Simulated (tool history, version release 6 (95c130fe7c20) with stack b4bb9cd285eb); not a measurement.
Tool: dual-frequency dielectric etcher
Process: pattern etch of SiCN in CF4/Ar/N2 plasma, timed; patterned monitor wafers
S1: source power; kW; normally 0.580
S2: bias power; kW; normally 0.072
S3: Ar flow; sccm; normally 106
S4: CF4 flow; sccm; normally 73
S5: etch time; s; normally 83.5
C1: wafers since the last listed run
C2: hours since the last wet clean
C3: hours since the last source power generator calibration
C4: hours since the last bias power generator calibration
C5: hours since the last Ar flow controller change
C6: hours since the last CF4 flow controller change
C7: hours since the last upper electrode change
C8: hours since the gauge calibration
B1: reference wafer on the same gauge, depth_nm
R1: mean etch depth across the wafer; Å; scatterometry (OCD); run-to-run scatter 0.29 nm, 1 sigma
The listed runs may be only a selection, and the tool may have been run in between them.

{"run": 1, "day": 0.0, "S1": 0.49, "S2": 0.072, "S3": 91, "S4": 73, "S5": 83.5, "C1": 0, "C2": 375.0, "C3": 187.4, "C4": 1714.2, "C5": 2350.0, "C6": 1553.2, "C7": 2158.7, "C8": 543.4, "B1": 66.3, "R1": 677}
{"run": 2, "day": 0.871, "S1": 0.58, "S2": 0.072, "S3": 106, "S4": 73, "S5": 83.5, "C1": 234, "C2": 395.9, "C3": 208.3, "C4": 1735.1, "C5": 2370.9, "C6": 1574.1, "C7": 2179.6, "C8": 564.3, "B1": 66.3, "R1": 782}
{"day": 2.067, "done": "wet clean of the chamber"}
{"run": 3, "day": 2.088, "S1": 0.67, "S2": 0.089, "S3": 106, "S4": 73, "S5": 95.5, "C1": 58, "C2": 0.5, "C3": 237.5, "C4": 1764.3, "C5": 2400.1, "C6": 1603.3, "C7": 2208.8, "C8": 593.5, "B1": 66.4, "R1": 1120}
{"run": 4, "day": 2.583, "S1": 0.58, "S2": 0.072, "S3": 106, "S4": 73, "S5": 83.5, "C1": 133, "C2": 12.4, "C3": 249.4, "C4": 1776.2, "C5": 2412.0, "C6": 1615.2, "C7": 2220.7, "C8": 605.4, "B1": 66.3, "R1": 815}
{"run": 5, "day": 3.983, "S1": 0.58, "S2": 0.072, "S3": 106, "S4": 73, "S5": 83.5, "C1": 377, "C2": 46.0, "C3": 283.0, "C4": 1809.8, "C5": 2445.6, "C6": 1648.8, "C7": 2254.3, "C8": 639.0, "B1": 66.2, "R1": 810}
{"run": 6, "day": 5.125, "S1": 0.58, "S2": 0.079, "S3": 106, "S4": 85, "S5": 83.5, "C1": 308, "C2": 73.4, "C3": 310.4, "C4": 1837.2, "C5": 2473.0, "C6": 1676.2, "C7": 2281.7, "C8": 666.4, "B1": 66.3, "R1": 838}
{"day": 5.958, "done": "gauge calibrated"}
{"run": 7, "day": 6.058, "S1": 0.52, "S2": 0.054, "S3": 125, "S4": 73, "S5": 102.5, "C1": 251, "C2": 95.8, "C3": 332.8, "C4": 1859.6, "C5": 2495.4, "C6": 1698.6, "C7": 2304.1, "C8": 2.4, "B1": 66.3, "R1": 823}
{"run": 8, "day": 8.271, "S1": 0.49, "S2": 0.072, "S3": 99, "S4": 73, "S5": 83.5, "C1": 597, "C2": 148.9, "C3": 385.9, "C4": 1912.7, "C5": 2548.5, "C6": 1751.7, "C7": 2357.2, "C8": 55.5, "B1": 66.3, "R1": 688}
{"run": 9, "day": 8.954, "S1": 0.58, "S2": 0.09, "S3": 106, "S4": 88, "S5": 83.5, "C1": 184, "C2": 165.3, "C3": 402.3, "C4": 1929.1, "C5": 2564.9, "C6": 1768.1, "C7": 2373.6, "C8": 71.9, "B1": 66.3, "R1": 853}
{"day": 9.558, "done": "Ar flow controller replaced"}
{"run": 10, "day": 10.075, "S1": 0.53, "S2": 0.062, "S3": 106, "S4": 68, "S5": 83.5, "C1": 234, "C2": 192.2, "C3": 429.2, "C4": 1956.0, "C5": 12.4, "C6": 1795.0, "C7": 2400.5, "C8": 98.8, "B1": 66.3, "R1": 700}
{"run": 11, "day": 10.675, "S1": 0.67, "S2": 0.072, "S3": 86, "S4": 86, "S5": 65.5, "C1": 161, "C2": 206.6, "C3": 443.6, "C4": 1970.4, "C5": 26.8, "C6": 1809.4, "C7": 2414.9, "C8": 113.2, "B1": 66.3, "R1": 755}
{"day": 11.288, "done": "bias power generator calibrated"}
{"day": 11.546, "done": "CF4 flow controller replaced"}
{"day": 12.096, "done": "upper electrode replaced"}
{"run": 12, "day": 12.117, "S1": 0.58, "S2": 0.072, "S3": 106, "S4": 73, "S5": 83.5, "C1": 128, "C2": 241.2, "C3": 478.2, "C4": 19.9, "C5": 61.4, "C6": 13.7, "C7": 0.5, "C8": 147.8, "B1": 66.2, "R1": 795}
{"run": 13, "day": 13.192, "S1": 0.58, "S2": 0.072, "S3": 106, "S4": 85, "S5": 83.5, "C1": 290, "C2": 267.0, "C3": 504.0, "C4": 45.7, "C5": 87.2, "C6": 39.5, "C7": 26.3, "C8": 173.6, "B1": 66.2, "R1": 802}
{"run": 14, "day": 14.138, "S1": 0.58, "S2": 0.072, "S3": 106, "S4": 73, "S5": 83.5, "C1": 255, "C2": 289.7, "C3": 526.7, "C4": 68.4, "C5": 109.9, "C6": 62.2, "C7": 49.0, "C8": 196.3, "B1": 66.3, "R1": 790}
{"run": 15, "day": 15.3, "S1": 0.58, "S2": 0.061, "S3": 106, "S4": 73, "S5": 83.5, "C1": 313, "C2": 317.6, "C3": 554.6, "C4": 96.3, "C5": 137.8, "C6": 90.1, "C7": 76.9, "C8": 224.2, "B1": 66.3, "R1": 762}
{"run": 16, "day": 16.554, "S1": 0.58, "S2": 0.085, "S3": 106, "S4": 57, "S5": 83.5, "C1": 338, "C2": 347.7, "C3": 584.7, "C4": 126.4, "C5": 167.9, "C6": 120.2, "C7": 107.0, "C8": 254.3, "B1": 66.3, "R1": 787}
{"day": 18.288, "done": "wet clean of the chamber"}
{"run": 17, "day": 18.308, "S1": 0.69, "S2": 0.082, "S3": 106, "S4": 73, "S5": 67.5, "C1": 203, "C2": 0.5, "C3": 626.8, "C4": 168.5, "C5": 210.0, "C6": 162.3, "C7": 149.1, "C8": 296.4, "B1": 66.3, "R1": 795}
{"run": 18, "day": 18.742, "S1": 0.58, "S2": 0.072, "S3": 106, "S4": 73, "S5": 83.5, "C1": 116, "C2": 10.9, "C3": 637.2, "C4": 178.9, "C5": 220.4, "C6": 172.7, "C7": 159.5, "C8": 306.8, "B1": 66.3, "R1": 818}
{"run": 19, "day": 19.408, "S1": 0.58, "S2": 0.072, "S3": 117, "S4": 63, "S5": 83.5, "C1": 179, "C2": 26.9, "C3": 653.2, "C4": 194.9, "C5": 236.4, "C6": 188.7, "C7": 175.5, "C8": 322.8, "B1": 66.3, "R1": 791}
{"run": 20, "day": 20.283, "S1": 0.69, "S2": 0.072, "S3": 106, "S4": 73, "S5": 108.0, "C1": 236, "C2": 47.9, "C3": 674.2, "C4": 215.9, "C5": 257.4, "C6": 209.7, "C7": 196.5, "C8": 343.8, "B1": 66.3, "R1": 1236}
{"run": 21, "day": 21.1, "S1": 0.66, "S2": 0.072, "S3": 106, "S4": 68, "S5": 83.5, "C1": 220, "C2": 67.5, "C3": 693.8, "C4": 235.5, "C5": 277.0, "C6": 229.3, "C7": 216.1, "C8": 363.4, "B1": 66.4, "R1": 912}

4 ways to go on from here, each from the tool as it stands after run 21. What would each give?
{"run": "A", "day": 21.117, "S1": 0.58, "S2": 0.072, "S3": 106, "S4": 73, "S5": 83.5, "C1": 4, "C2": 67.9, "C3": 694.2, "C4": 235.9, "C5": 277.4, "C6": 229.7, "C7": 216.5, "C8": 363.8, "B1": "?", "R1": "?"}
{"run": "B", "day": 21.117, "S1": 0.58, "S2": 0.082, "S3": 97, "S4": 73, "S5": 83.5, "C1": 4, "C2": 67.9, "C3": 694.2, "C4": 235.9, "C5": 277.4, "C6": 229.7, "C7": 216.5, "C8": 363.8, "B1": "?", "R1": "?"}
{"run": "C", "day": 21.117, "S1": 0.52, "S2": 0.072, "S3": 106, "S4": 73, "S5": 98.0, "C1": 4, "C2": 67.9, "C3": 694.2, "C4": 235.9, "C5": 277.4, "C6": 229.7, "C7": 216.5, "C8": 363.8, "B1": "?", "R1": "?"}
{"run": "D", "day": 21.117, "S1": 0.58, "S2": 0.066, "S3": 106, "S4": 78, "S5": 83.5, "C1": 4, "C2": 67.9, "C3": 694.2, "C4": 235.9, "C5": 277.4, "C6": 229.7, "C7": 216.5, "C8": 363.8, "B1": "?", "R1": "?"}

run=A B1=66.2 R1=814
run=B B1=66.2 R1=847
run=C B1=66.2 R1=860
run=D B1=66.2 R1=808
The same runs, with their run-to-run variation unchanged, on a tool lacking any hidden condition would have given:
run=A R1=812
run=B R1=844
run=C R1=858
run=D R1=806
